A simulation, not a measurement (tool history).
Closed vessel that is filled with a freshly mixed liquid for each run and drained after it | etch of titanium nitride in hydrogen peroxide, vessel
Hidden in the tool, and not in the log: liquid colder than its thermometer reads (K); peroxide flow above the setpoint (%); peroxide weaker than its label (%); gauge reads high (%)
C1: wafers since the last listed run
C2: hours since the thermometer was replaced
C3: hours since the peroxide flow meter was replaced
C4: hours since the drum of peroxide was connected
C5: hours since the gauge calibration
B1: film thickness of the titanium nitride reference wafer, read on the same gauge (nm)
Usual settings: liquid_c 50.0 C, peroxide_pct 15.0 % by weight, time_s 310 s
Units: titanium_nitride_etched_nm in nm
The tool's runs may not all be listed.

Run 1, hour 0.0: usual settings; C1 0; C2 95.0; C3 430.6; C4 748.0; C5 3099.5; B1 39.99. Result: titanium_nitride_etched_nm 8.66 nm.
At hour 9.2: gauge calibrated.
Run 2, hour 65.7: usual settings; C1 6210; C2 160.7; C3 496.3; C4 813.7; C5 56.5; B1 40.00. Result: titanium_nitride_etched_nm 8.64 nm.
Run 3, hour 125.6: usual settings; C1 5662; C2 220.6; C3 556.2; C4 873.6; C5 116.4; B1 39.99. Result: titanium_nitride_etched_nm 8.64 nm.
At hour 128.4: peroxide flow meter replaced.
Run 4, hour 163.8: usual settings; C1 3516; C2 258.8; C3 35.4; C4 911.8; C5 154.6; B1 39.99. Result: titanium_nitride_etched_nm 8.72 nm.
Run 5, hour 208.5: usual settings; C1 4225; C2 303.5; C3 80.1; C4 956.5; C5 199.3; B1 39.97. Result: titanium_nitride_etched_nm 8.53 nm.
Run 6, hour 279.5: usual settings but peroxide_pct 18.5 % by weight, time_s 230 s; C1 6712; C2 374.5; C3 151.1; C4 1027.5; C5 270.3; B1 40.00. Result: titanium_nitride_etched_nm 6.69 nm.
Run 7, hour 325.1: usual settings; C1 4310; C2 420.1; C3 196.7; C4 1073.1; C5 315.9; B1 39.99. Result: titanium_nitride_etched_nm 8.52 nm.
Run 8, hour 363.4: usual settings; C1 3620; C2 458.4; C3 235.0; C4 1111.4; C5 354.2; B1 40.03. Result: titanium_nitride_etched_nm 8.50 nm.
Run 9, hour 411.2: usual settings; C1 4518; C2 506.2; C3 282.8; C4 1159.2; C5 402.0; B1 39.99. Result: titanium_nitride_etched_nm 8.45 nm.
Run 10, hour 444.9: usual settings but liquid_c 40.5 C, peroxide_pct 19.0 % by weight, time_s 390 s; C1 3185; C2 539.9; C3 316.5; C4 1192.9; C5 435.7; B1 40.01. Result: titanium_nitride_etched_nm 5.52 nm.
Run 11, hour 501.0: usual settings but time_s 425 s; C1 5303; C2 596.0; C3 372.6; C4 1249.0; C5 491.8; B1 40.04. Result: titanium_nitride_etched_nm 11.71 nm.
At hour 536.5: new drum of peroxide connected.
Run 12, hour 552.8: usual settings but liquid_c 40.5 C, peroxide_pct 13.5 % by weight, time_s 360 s; C1 4802; C2 647.8; C3 424.4; C4 16.3; C5 543.6; B1 39.99. Result: titanium_nitride_etched_nm 4.71 nm.
Run 13, hour 605.2: usual settings; C1 4953; C2 700.2; C3 476.8; C4 68.7; C5 596.0; B1 40.00. Result: titanium_nitride_etched_nm 8.40 nm.
Run 14, hour 658.1: usual settings; C1 5000; C2 753.1; C3 529.7; C4 121.6; C5 648.9; B1 40.01. Result: titanium_nitride_etched_nm 8.39 nm.
Run 15, hour 723.9: usual settings; C1 6220; C2 818.9; C3 595.5; C4 187.4; C5 714.7; B1 39.95. Result: titanium_nitride_etched_nm 8.49 nm.
Run 16, hour 757.7: usual settings but peroxide_pct 18.0 % by weight; C1 3195; C2 852.7; C3 629.3; C4 221.2; C5 748.5; B1 39.98. Result: titanium_nitride_etched_nm 8.73 nm.
Run 17, hour 803.5: usual settings but liquid_c 57.5 C; C1 4329; C2 898.5; C3 675.1; C4 267.0; C5 794.3; B1 39.97. Result: titanium_nitride_etched_nm 14.33 nm.
At hour 827.9: peroxide flow meter replaced.
Run 18, hour 833.3: usual settings but liquid_c 41.5 C, peroxide_pct 13.0 % by weight, time_s 165 s; C1 2722; C2 928.3; C3 5.4; C4 296.8; C5 824.1; B1 40.01. Result: titanium_nitride_etched_nm 2.32 nm.
Run 19, hour 861.1: usual settings; C1 2628; C2 956.1; C3 33.2; C4 324.6; C5 851.9; B1 40.04. Result: titanium_nitride_etched_nm 8.44 nm.
Run 20, hour 913.5: usual settings but peroxide_pct 17.0 % by weight, time_s 490 s; C1 4953; C2 1008.5; C3 85.6; C4 377.0; C5 904.3; B1 39.99. Result: titanium_nitride_etched_nm 13.74 nm.
Run 21, hour 947.5: usual settings but peroxide_pct 13.0 % by weight, time_s 245 s; C1 3214; C2 1042.5; C3 119.6; C4 411.0; C5 938.3; B1 40.01. Result: titanium_nitride_etched_nm 6.40 nm.
Run 22, hour 1118.7: usual settings but liquid_c 57.5 C, peroxide_pct 12.0 % by weight, time_s 240 s; C1 16184; C2 1213.7; C3 290.8; C4 582.2; C5 1109.5; B1 40.04. Result: titanium_nitride_etched_nm 10.53 nm.
Run 23, hour 1181.9: usual settings but liquid_c 46.0 C, peroxide_pct 16.5 % by weight; C1 5974; C2 1276.9; C3 354.0; C4 645.4; C5 1172.7; B1 39.99. Result: titanium_nitride_etched_nm 6.37 nm.
Run 24, hour 1238.6: usual settings but liquid_c 56.5 C, peroxide_pct 13.5 % by weight, time_s 370 s; C1 5360; C2 1333.6; C3 410.7; C4 702.1; C5 1229.4; B1 40.01. Result: titanium_nitride_etched_nm 15.25 nm.
Run 25, hour 1301.4: usual settings but peroxide_pct 18.5 % by weight; C1 5936; C2 1396.4; C3 473.5; C4 764.9; C5 1292.2; B1 40.01. Result: titanium_nitride_etched_nm 8.67 nm.
Run 26, hour 1361.4: usual settings but peroxide_pct 16.5 % by weight, time_s 225 s; C1 5672; C2 1456.4; C3 533.5; C4 824.9; C5 1352.2; B1 39.99. Result: titanium_nitride_etched_nm 6.12 nm.
Run 27, hour 1416.9: usual settings but peroxide_pct 19.0 % by weight; C1 5246; C2 1511.9; C3 589.0; C4 880.4; C5 1407.7; B1 40.02. Result: titanium_nitride_etched_nm 8.53 nm.
Run 28, hour 1485.7: usual settings but liquid_c 58.0 C, peroxide_pct 17.5 % by weight, time_s 200 s; C1 6504; C2 1580.7; C3 657.8; C4 949.2; C5 1476.5; B1 39.96. Result: titanium_nitride_etched_nm 9.70 nm.
Run 29, hour 1522.0: usual settings; C1 3431; C2 1617.0; C3 694.1; C4 985.5; C5 1512.8; B1 39.98. Result: titanium_nitride_etched_nm 8.16 nm.

Hidden state or all else? Some run-to-run changes of titanium_nitride_etched_nm, split into what the settings, what came in and random variation would give without the hidden state, and what is left for the hidden state (with any gauge scatter that isn't in both results):
Run 17 -> 18: liquid_c 57.5 -> 41.5, peroxide_pct 15.0 -> 13.0, time_s 310 -> 165, peroxide flow meter replaced. titanium_nitride_etched_nm -12.01 nm: hidden state +0.49, all else -12.50.
Run 23 -> 24: liquid_c 46.0 -> 56.5, peroxide_pct 16.5 -> 13.5, time_s 310 -> 370. titanium_nitride_etched_nm +8.88 nm: hidden state -0.47, all else +9.35.
